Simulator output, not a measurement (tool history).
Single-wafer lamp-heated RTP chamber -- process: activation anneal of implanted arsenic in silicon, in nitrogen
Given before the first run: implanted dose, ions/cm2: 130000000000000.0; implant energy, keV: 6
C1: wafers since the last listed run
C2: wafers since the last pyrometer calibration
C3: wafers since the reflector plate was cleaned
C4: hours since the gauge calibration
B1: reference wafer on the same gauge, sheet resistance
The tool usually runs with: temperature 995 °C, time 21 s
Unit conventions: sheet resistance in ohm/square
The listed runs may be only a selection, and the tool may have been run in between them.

Run 1, hour 0.0: usual settings but time 17 s; C1 0; C2 1193; C3 5866; C4 785.7; B1 736.06. Result: sheet resistance 688.37 ohm/square.
Run 2, hour 34.7: usual settings but time 17 s; C1 583; C2 1777; C3 6449; C4 820.4; B1 736.11. Result: sheet resistance 688.22 ohm/square.
Run 3, hour 46.9: usual settings but time 16 s; C1 205; C2 1982; C3 6654; C4 832.6; B1 735.85. Result: sheet resistance 690.33 ohm/square.
Run 4, hour 60.1: usual settings but time 16 s; C1 221; C2 2204; C3 6876; C4 845.8; B1 735.83. Result: sheet resistance 688.14 ohm/square.
Run 5, hour 81.7: usual settings but temperature 980 °C; C1 363; C2 2567; C3 7239; C4 867.4; B1 735.91. Result: sheet resistance 690.83 ohm/square.
At hour 97.0: gauge calibrated.
Run 6, hour 98.0: usual settings; C1 273; C2 2841; C3 7513; C4 1.0; B1 736.09. Result: sheet resistance 684.33 ohm/square.
At hour 117.3: pyrometer window cleaned and pyrometer calibrated.
Run 7, hour 125.2: usual settings; C1 322; C2 132; C3 7836; C4 28.2; B1 735.70. Result: sheet resistance 687.97 ohm/square.
Run 8, hour 153.9: usual settings; C1 482; C2 614; C3 8318; C4 56.9; B1 735.95. Result: sheet resistance 687.66 ohm/square.
Run 9, hour 184.3: usual settings but time 26 s; C1 510; C2 1125; C3 8829; C4 87.3; B1 736.34. Result: sheet resistance 681.80 ohm/square.
Run 10, hour 199.9: usual settings; C1 262; C2 1387; C3 9092; C4 102.9; B1 735.94. Result: sheet resistance 686.73 ohm/square.
Run 11, hour 225.0: usual settings; C1 421; C2 1809; C3 9513; C4 128.0; B1 735.66. Result: sheet resistance 686.07 ohm/square.
Run 12, hour 239.5: usual settings; C1 243; C2 2053; C3 9757; C4 142.5; B1 736.17. Result: sheet resistance 683.62 ohm/square.
At hour 251.5: reflector plate cleaned.
Run 13, hour 262.4: usual settings; C1 250; C2 2303; C3 183; C4 165.4; B1 736.13. Result: sheet resistance 684.55 ohm/square.
Run 14, hour 290.9: usual settings but temperature 1007 °C, time 11 s; C1 479; C2 2782; C3 662; C4 193.9; B1 735.91. Result: sheet resistance 689.00 ohm/square.
Run 15, hour 304.1: usual settings but temperature 1009 °C, time 25 s; C1 221; C2 3004; C3 884; C4 207.1; B1 735.92. Result: sheet resistance 676.44 ohm/square.
Run 16, hour 328.0: usual settings but time 18 s; C1 401; C2 3406; C3 1286; C4 231.0; B1 735.89. Result: sheet resistance 686.70 ohm/square.
At hour 349.6: pyrometer window cleaned and pyrometer calibrated.
Run 17, hour 350.1: usual settings; C1 237; C2 7; C3 1523; C4 253.1; B1 735.86. Result: sheet resistance 687.65 ohm/square.
Run 18, hour 360.5: usual settings but temperature 1005 °C, time 10 s; C1 174; C2 182; C3 1698; C4 263.5; B1 735.83. Result: sheet resistance 692.34 ohm/square.
Run 19, hour 395.6: usual settings but temperature 984 °C, time 29 s; C1 589; C2 772; C3 2288; C4 298.6; B1 735.82. Result: sheet resistance 685.88 ohm/square.
Run 20, hour 425.4: usual settings; C1 500; C2 1273; C3 2789; C4 328.4; B1 736.08. Result: sheet resistance 686.62 ohm/square.
Run 21, hour 457.3: usual settings but temperature 978 °C, time 25 s; C1 536; C2 1809; C3 3325; C4 360.3; B1 735.78. Result: sheet resistance 688.99 ohm/square.
Run 22, hour 472.6: usual settings but temperature 978 °C, time 29 s; C1 257; C2 2066; C3 3582; C4 375.6; B1 735.85. Result: sheet resistance 687.62 ohm/square.
Run 23, hour 505.7: usual settings but time 28 s; C1 556; C2 2623; C3 4138; C4 408.7; B1 736.01. Result: sheet resistance 681.26 ohm/square.
Run 24, hour 522.4: usual settings but temperature 970 °C, time 9 s; C1 280; C2 2904; C3 4419; C4 425.4; B1 735.94. Result: sheet resistance 704.46 ohm/square.
Run 25, hour 542.4: usual settings but temperature 976 °C, time 25 s; C1 336; C2 3240; C3 4755; C4 445.4; B1 735.99. Result: sheet resistance 689.32 ohm/square.
At hour 573.5: pyrometer window cleaned and pyrometer calibrated.
Run 26, hour 574.0: usual settings but temperature 974 °C; C1 396; C2 8; C3 5152; C4 477.0; B1 735.88. Result: sheet resistance 696.46 ohm/square.
Run 27, hour 631.0: usual settings; C1 958; C2 967; C3 6110; C4 534.0; B1 736.02. Result: sheet resistance 688.33 ohm/square.
Run 28, hour 657.9: usual settings but temperature 978 °C, time 9 s; C1 452; C2 1419; C3 6562; C4 560.9; B1 735.75. Result: sheet resistance 702.25 ohm/square.
Run 29, hour 671.6: usual settings but temperature 1010 °C; C1 230; C2 1649; C3 6792; C4 574.6; B1 735.72. Result: sheet resistance 681.31 ohm/square.
Run 30, hour 690.6: usual settings but temperature 967 °C; C1 319; C2 1968; C3 7112; C4 593.6; B1 735.90. Result: sheet resistance 696.23 ohm/square.
Run 31, hour 715.0: usual settings; C1 410; C2 2378; C3 7522; C4 618.0; B1 736.13. Result: sheet resistance 686.03 ohm/square.
Run 32, hour 727.1: usual settings; C1 203; C2 2582; C3 7725; C4 630.1; B1 736.07. Result: sheet resistance 685.89 ohm/square.
Run 33, hour 751.2: usual settings but temperature 980 °C, time 16 s; C1 405; C2 2987; C3 8130; C4 654.2; B1 735.84. Result: sheet resistance 694.32 ohm/square.
At hour 765.7: pyrometer window cleaned and pyrometer calibrated.
Run 34, hour 774.1: usual settings but time 15 s; C1 250; C2 141; C3 8381; C4 677.1; B1 736.10. Result: sheet resistance 694.46 ohm/square.
Run 35, hour 787.9: usual settings but temperature 1019 °C, time 29 s; C1 231; C2 373; C3 8613; C4 690.9; B1 735.84. Result: sheet resistance 672.81 ohm/square.
Run 36, hour 808.0: usual settings but temperature 973 °C, time 12 s; C1 337; C2 711; C3 8951; C4 711.0; B1 736.16. Result: sheet resistance 699.02 ohm/square.
Run 37, hour 840.3: usual settings but temperature 985 °C, time 9 s; C1 542; C2 1254; C3 9493; C4 743.3; B1 736.14. Result: sheet resistance 700.73 ohm/square.

List, for all runs, the conditions of the tool that the log does not record:
wafer temperature error from the tarnished reflector plate, K: 0 across all the runs
gauge reads high (%): 0 across all the runs
H1: true wafer temperature minus pyrometer reading, K
run     H1
  1    5.9
  2   7.86
  3   8.55
  4    9.3
  5   10.5
  6   11.4
  7   3.05
  8   4.67
  9   6.39
 10   7.27
 11   8.69
 12   9.51
 13   10.8
 14   12.4
 15   13.2
 16   14.5
 17  0.551
 18   1.14
 19   3.12
 20    4.8
 21   6.61
 22   7.47
 23   9.34
 24   10.3
 25   11.4
 26  0.164
 27   3.38
 28    4.9
 29   5.68
 30   6.75
 31   8.13
 32   8.81
 33   10.2
 34  0.796
 35   1.58
 36   2.71
 37   4.54
